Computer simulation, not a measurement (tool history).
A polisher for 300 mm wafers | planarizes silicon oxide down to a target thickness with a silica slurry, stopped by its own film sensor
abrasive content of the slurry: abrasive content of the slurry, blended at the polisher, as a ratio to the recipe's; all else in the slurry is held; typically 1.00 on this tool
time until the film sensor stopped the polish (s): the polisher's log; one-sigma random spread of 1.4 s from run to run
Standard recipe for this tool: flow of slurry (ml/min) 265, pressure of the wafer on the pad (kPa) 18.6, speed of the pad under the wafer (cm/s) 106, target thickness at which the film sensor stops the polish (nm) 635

run   hour  flow of slurry (ml/min)  pressure of the wafer on the pad (kPa)  speed of the pad under the wafer (cm/s)  abrasive content of the slurry  target thickness at which the film sensor stops the polish (nm)  wafers since the last listed run  wafers polished on this pad  hours since the slurry nozzle was cleaned  hours since the head pressure was calibrated  hours since the slurry blender was calibrated  hours since the conditioning disc was replaced  incoming thickness of the incoming film, nm  time until the film sensor stopped the polish (s)
  1    0.0                      315                                    22.8                                      106                            1.00                                                              635                                 0                          408                                      257.9                                         787.7                                           45.7                                           277.5                                        794.0                                               94.1
  2   19.3                      315                                    22.8                                      106                            1.00                                                              635                               199                          607                                      277.2                                         807.0                                           65.0                                           296.8                                        811.1                                              108.4
      22.0  -- conditioning disc replaced and pad reconditioned
  3   46.8                      315                                    22.8                                      106                            1.00                                                              635                               263                          871                                      304.7                                         834.5                                           92.5                                            24.8                                        800.4                                              102.9
      59.8  -- slurry nozzle cleaned
  4   71.4                      265                                    18.6                                      106                            1.00                                                              635                               243                         1115                                       11.6                                         859.1                                          117.1                                            49.4                                        814.2                                              139.1
  5   85.1                      265                                    18.6                                      106                            1.00                                                              635                               141                         1256                                       25.3                                         872.8                                          130.8                                            63.1                                        804.8                                              130.4
  6  112.2                      265                                    18.6                                      106                            1.00                                                              635                               280                         1537                                       52.4                                         899.9                                          157.9                                            90.2                                        805.3                                              132.9
     130.1  -- head pressure recalibrated
  7  130.5                      265                                    18.6                                      144                            1.00                                                              635                               168                         1705                                       70.7                                           0.4                                          176.2                                           108.5                                        788.5                                               93.2
  8  145.0                      265                                    18.6                                      106                            1.20                                                              635                               149                         1855                                       85.2                                          14.9                                          190.7                                           123.0                                        798.7                                              121.6
     155.0  -- worn pad replaced by a new one
  9  159.9                      315                                    22.8                                      106                            1.00                                                              635                               112                           50                                      100.1                                          29.8                                          205.6                                           137.9                                        800.3                                              102.4
     183.8  -- slurry blender recalibrated, repeated, since the last time left the tool worse
 10  185.4                      350                                    18.6                                      106                            1.00                                                              612                               242                          293                                      125.6                                          55.3                                            1.6                                           163.4                                        792.0                                              112.0
 11  208.7                      265                                    18.6                                      106                            1.00                                                              599                               240                          534                                      148.9                                          78.6                                           24.9                                           186.7                                        799.6                                              128.4
 12  229.1                      265                                    18.6                                      106                            1.00                                                              635                               210                          745                                      169.3                                          99.0                                           45.3                                           207.1                                        808.7                                              115.0
 13  259.7                      265                                    18.6                                      106                            0.75                                                              635                               316                         1061                                      199.9                                         129.6                                           75.9                                           237.7                                        799.2                                              119.6
 14  278.3                      265                                    18.6                                      132                            0.80                                                              619                               192                         1253                                      218.5                                         148.2                                           94.5                                           256.3                                        786.8                                               99.9
     296.1  -- conditioning disc replaced and pad reconditioned
 15  309.5                      265                                    16.5                                      106                            1.30                                                              635                               301                         1555                                      249.7                                         179.4                                          125.7                                            13.4                                        801.7                                              112.5
     330.3  -- worn pad replaced by a new one
 16  341.3                      265                                    18.6                                      106                            1.00                                                              635                               287                          114                                      281.5                                         211.2                                          157.5                                            45.2                                        806.3                                              114.4
 17  360.5                      220                                    18.6                                      106                            1.25                                                              635                               198                          312                                      300.7                                         230.4                                          176.7                                            64.4                                        810.7                                              113.2
     374.3  -- slurry nozzle cleaned
 18  392.0                      265                                    15.2                                      106                            0.85                                                              635                               315                          627                                       17.7                                         261.9                                          208.2                                            95.9                                        798.3                                              145.3
 19  409.9                      265                                    16.5                                      106                            1.00                                                              678                               185                          812                                       35.6                                         279.8                                          226.1                                           113.8                                        802.9                                               94.1
 20  427.5                      265                                    18.6                                       86                            1.00                                                              635                               181                          994                                       53.2                                         297.4                                          243.7                                           131.4                                        809.0                                              133.9

Expected results for the next run?
     446.0  -- slurry blender recalibrated
 21  499.4                      265                                    18.6                                      106                            1.00                                                              635                               722                         1717                                      125.1                                         369.3                                           53.4                                           203.3                                        804.0                                                  ?

time until the film sensor stopped the polish (s): 109.7
Minus the tool's unlogged condition, the same run would have read time until the film sensor stopped the polish (s) 106.4.
